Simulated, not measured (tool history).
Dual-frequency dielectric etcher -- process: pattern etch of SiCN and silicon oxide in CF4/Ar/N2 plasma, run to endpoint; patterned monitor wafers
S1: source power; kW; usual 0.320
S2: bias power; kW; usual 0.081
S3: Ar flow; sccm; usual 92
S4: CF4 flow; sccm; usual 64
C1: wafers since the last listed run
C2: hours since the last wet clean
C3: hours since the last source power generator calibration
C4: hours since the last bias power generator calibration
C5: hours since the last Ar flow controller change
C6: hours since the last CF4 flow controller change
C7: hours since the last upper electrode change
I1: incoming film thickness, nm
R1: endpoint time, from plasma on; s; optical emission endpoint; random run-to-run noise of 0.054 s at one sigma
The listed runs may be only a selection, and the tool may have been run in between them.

| run | hour | S1 | S2 | S3 | S4 | C1 | C2 | C3 | C4 | C5 | C6 | C7 | I1 | R1 |
|---|---|---|---|---|---|---|---|---|---|---|---|---|---|---|
| 1 | 0.0 | 0.320 | 0.081 | 92 | 72 | 0 | 392.2 | 3760.1 | 3681.0 | 4185.0 | 3930.6 | 5079.6 | 8.82 | 12.8 |
|  | 43.8 | wet clean of the chamber |
| 2 | 66.1 | 0.320 | 0.081 | 92 | 72 | 623 | 22.3 | 3826.2 | 3747.1 | 4251.1 | 3996.7 | 5145.7 | 8.83 | 12.1 |
| 3 | 127.0 | 0.320 | 0.081 | 92 | 64 | 901 | 83.2 | 3887.1 | 3808.0 | 4312.0 | 4057.6 | 5206.6 | 8.82 | 12.4 |
| 4 | 167.2 | 0.320 | 0.081 | 92 | 64 | 595 | 123.4 | 3927.3 | 3848.2 | 4352.2 | 4097.8 | 5246.8 | 8.81 | 12.6 |
| 5 | 233.7 | 0.320 | 0.081 | 92 | 64 | 984 | 189.9 | 3993.8 | 3914.7 | 4418.7 | 4164.3 | 5313.3 | 8.83 | 12.6 |
| 6 | 273.8 | 0.320 | 0.081 | 92 | 64 | 593 | 230.0 | 4033.9 | 3954.8 | 4458.8 | 4204.4 | 5353.4 | 8.73 | 12.5 |
| 7 | 299.4 | 0.320 | 0.081 | 92 | 64 | 378 | 255.6 | 4059.5 | 3980.4 | 4484.4 | 4230.0 | 5379.0 | 8.87 | 12.7 |
| 8 | 333.9 | 0.320 | 0.081 | 87 | 64 | 510 | 290.1 | 4094.0 | 4014.9 | 4518.9 | 4264.5 | 5413.5 | 8.86 | 12.7 |
| 9 | 401.7 | 0.320 | 0.081 | 92 | 71 | 1003 | 357.9 | 4161.8 | 4082.7 | 4586.7 | 4332.3 | 5481.3 | 8.72 | 12.5 |
|  | 448.9 | wet clean of the chamber |
| 10 | 460.5 | 0.320 | 0.081 | 92 | 71 | 515 | 11.6 | 4220.6 | 4141.5 | 4645.5 | 4391.1 | 5540.1 | 8.80 | 12.3 |
| 11 | 492.0 | 0.320 | 0.081 | 92 | 71 | 466 | 43.1 | 4252.1 | 4173.0 | 4677.0 | 4422.6 | 5571.6 | 8.81 | 12.3 |
|  | 584.0 | upper electrode replaced |
| 12 | 667.6 | 0.320 | 0.081 | 104 | 64 | 2244 | 218.7 | 4427.7 | 4348.6 | 4852.6 | 4598.2 | 83.6 | 8.87 | 13.0 |
|  | 674.8 | Ar flow controller replaced |
| 13 | 726.1 | 0.320 | 0.081 | 92 | 64 | 777 | 277.2 | 4486.2 | 4407.1 | 51.3 | 4656.7 | 142.1 | 8.73 | 12.7 |
| 14 | 776.3 | 0.320 | 0.081 | 112 | 64 | 743 | 327.4 | 4536.4 | 4457.3 | 101.5 | 4706.9 | 192.3 | 8.78 | 13.1 |
| 15 | 806.5 | 0.320 | 0.081 | 92 | 64 | 447 | 357.6 | 4566.6 | 4487.5 | 131.7 | 4737.1 | 222.5 | 8.82 | 12.9 |
|  | 826.8 | CF4 flow controller replaced |
|  | 841.9 | source power generator calibrated |
|  | 887.3 | wet clean of the chamber |
| 16 | 887.8 | 0.320 | 0.081 | 92 | 74 | 700 | 0.5 | 45.9 | 4568.8 | 213.0 | 61.0 | 303.8 | 8.71 | 12.0 |
| 17 | 911.1 | 0.260 | 0.081 | 92 | 64 | 344 | 23.8 | 69.2 | 4592.1 | 236.3 | 84.3 | 327.1 | 8.83 | 14.2 |
|  | 923.6 | bias power generator calibrated |
| 18 | 954.0 | 0.280 | 0.098 | 76 | 73 | 575 | 66.7 | 112.1 | 30.4 | 279.2 | 127.2 | 370.0 | 8.84 | 12.1 |
| 19 | 998.8 | 0.250 | 0.081 | 92 | 64 | 663 | 111.5 | 156.9 | 75.2 | 324.0 | 172.0 | 414.8 | 8.74 | 14.5 |
| 20 | 1070.3 | 0.320 | 0.098 | 113 | 51 | 1058 | 183.0 | 228.4 | 146.7 | 395.5 | 243.5 | 486.3 | 8.78 | 12.2 |
| 21 | 1094.6 | 0.320 | 0.081 | 98 | 74 | 359 | 207.3 | 252.7 | 171.0 | 419.8 | 267.8 | 510.6 | 8.81 | 12.5 |
| 22 | 1163.2 | 0.390 | 0.081 | 92 | 78 | 1015 | 275.9 | 321.3 | 239.6 | 488.4 | 336.4 | 579.2 | 8.78 | 11.0 |
| 23 | 1218.1 | 0.320 | 0.081 | 102 | 64 | 812 | 330.8 | 376.2 | 294.5 | 543.3 | 391.3 | 634.1 | 8.80 | 13.1 |

What if the next run were any one of these 4? Each begins from the tool's condition after run 23:
| A | 1218.5 | 0.320 | 0.081 | 71 | 64 | 5 | 331.2 | 376.6 | 294.9 | 543.7 | 391.7 | 634.5 | 8.73 | ? |
| B | 1218.5 | 0.320 | 0.081 | 101 | 64 | 5 | 331.2 | 376.6 | 294.9 | 543.7 | 391.7 | 634.5 | 8.73 | ? |
| C | 1218.5 | 0.320 | 0.081 | 92 | 51 | 5 | 331.2 | 376.6 | 294.9 | 543.7 | 391.7 | 634.5 | 8.73 | ? |
| D | 1218.5 | 0.320 | 0.066 | 92 | 64 | 5 | 331.2 | 376.6 | 294.9 | 543.7 | 391.7 | 634.5 | 8.73 | ? |

| run | R1 |
|---|---|
| A | 12.3 |
| B | 12.9 |
| C | 13.0 |
| D | 13.8 |
Stripped of hidden state, with their random variation kept, the same runs would have yielded:
| run | R1 |
|---|---|
| A | 11.7 |
| B | 12.3 |
| C | 12.5 |
| D | 13.3 |
